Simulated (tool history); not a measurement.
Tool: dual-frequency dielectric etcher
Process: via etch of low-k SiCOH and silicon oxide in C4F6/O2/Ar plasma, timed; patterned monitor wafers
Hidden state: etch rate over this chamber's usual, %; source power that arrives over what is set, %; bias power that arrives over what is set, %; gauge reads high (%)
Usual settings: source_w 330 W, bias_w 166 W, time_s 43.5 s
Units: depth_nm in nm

run   hour  source_w  bias_w  time_s  wafers since the last listed run  hours since the last wet clean  hours since the last source power generator calibration  hours since the last bias power generator calibration  hours since the last upper electrode change  hours since the gauge calibration  read-back reference wafer on the same gauge, depth_nm  depth_nm
  1    0.0       330     175    37.5                                 0                           315.5                                                   4619.2                                                 4274.8                                       3510.0                                0.7                                                   93.3      85.8
  2    6.7       330     175    37.5                               108                           322.2                                                   4625.9                                                 4281.5                                       3516.7                                7.4                                                   93.4      85.4
  3   18.5       330     137    43.5                               190                           334.0                                                   4637.7                                                 4293.3                                       3528.5                               19.2                                                   93.4      91.7
  4   30.8       330     190    43.5                               198                           346.3                                                   4650.0                                                 4305.6                                       3540.8                               31.5                                                   93.3     102.3
  5   37.9       330     149    43.5                               114                           353.4                                                   4657.1                                                 4312.7                                       3547.9                               38.6                                                   93.4      93.8
  6   54.0       330     149    43.5                               260                           369.5                                                   4673.2                                                 4328.8                                       3564.0                               54.7                                                   93.4      93.9
      65.4  -- source power generator calibrated
  7   67.5       330     156    43.5                               153                           383.0                                                      2.1                                                 4342.3                                       3577.5                               68.2                                                   93.4      95.3
      92.2  -- gauge calibrated
      93.5  -- wet clean of the chamber
  8   94.0       330     156    43.5                                40                             0.5                                                     28.6                                                 4368.8                                       3604.0                                1.8                                                   93.4      97.1
  9   94.3       250     130    51.0                                 4                             0.8                                                     28.9                                                 4369.1                                       3604.3                                2.1                                                   93.4      94.4
     101.2  -- bias power generator calibrated
 10  107.5       300     148    54.5                               148                            14.0                                                     42.1                                                    6.3                                       3617.5                               15.3                                                   93.4     114.4
     140.6  -- upper electrode replaced
 11  141.1       390     178    38.5                               155                            47.6                                                     75.7                                                   39.9                                          0.5                               48.9                                                   93.4      96.4
 12  141.5       260     166    47.0                                 6                            48.0                                                     76.1                                                   40.3                                          0.9                               49.3                                                   93.4      96.1
 13  163.6       260     166    48.0                               357                            70.1                                                     98.2                                                   62.4                                         23.0                               71.4                                                   93.4      98.0
 14  176.9       330     166    43.5                               215                            83.4                                                    111.5                                                   75.7                                         36.3                               84.7                                                   93.4      98.5
 15  193.0       330     125    47.5                               260                            99.5                                                    127.6                                                   91.8                                         52.4                              100.8                                                   93.4      98.0

Run 16 comes next. What will it give?
 16  206.3       260     207    33.0                               215                           112.8                                                    140.9                                                  105.1                                         65.7                              114.1                                                      ?         ?

Run 16 gave read-back reference wafer on the same gauge, depth_nm 93.5, depth_nm 72.9 nm.
Without the tool's hidden state the same run would have given depth_nm 73.2 nm.
